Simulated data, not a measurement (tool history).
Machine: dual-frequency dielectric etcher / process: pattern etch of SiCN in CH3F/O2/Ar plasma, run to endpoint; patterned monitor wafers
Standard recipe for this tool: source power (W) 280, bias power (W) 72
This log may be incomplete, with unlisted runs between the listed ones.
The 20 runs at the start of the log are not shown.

run     day  source power (W)  bias power (W)  incoming incoming film thickness, nm  endpoint time (s)
 21  20.512               240              78                                  7.37               19.9
 22  21.138               350              72                                  7.43                 19
     21.712  -- source power generator calibrated
 23  21.946               280              90                                  7.44                 18
      23.35  -- wet clean of the chamber
 24  23.371               330              78                                  7.41               19.5
 25  25.583               340              57                                  7.33               22.1
 26  26.158               220              65                                  7.35                 23
 27  26.821               280              58                                  7.42               23.2
 28  27.533               320              59                                  7.37               22.1
 29  28.812               240              78                                  7.43               20.9
 30  30.267               280              72                                  7.33               20.5
 31  31.717               280              57                                  7.37                 23

Run 32 is up next; what results do you expect?
 32  32.904               300              55                                  7.43                  ?

{"run 32": {"endpoint time (s)": 23.4}}
Minus the tool's unlogged condition, the same run would have read endpoint time (s) 23.5.
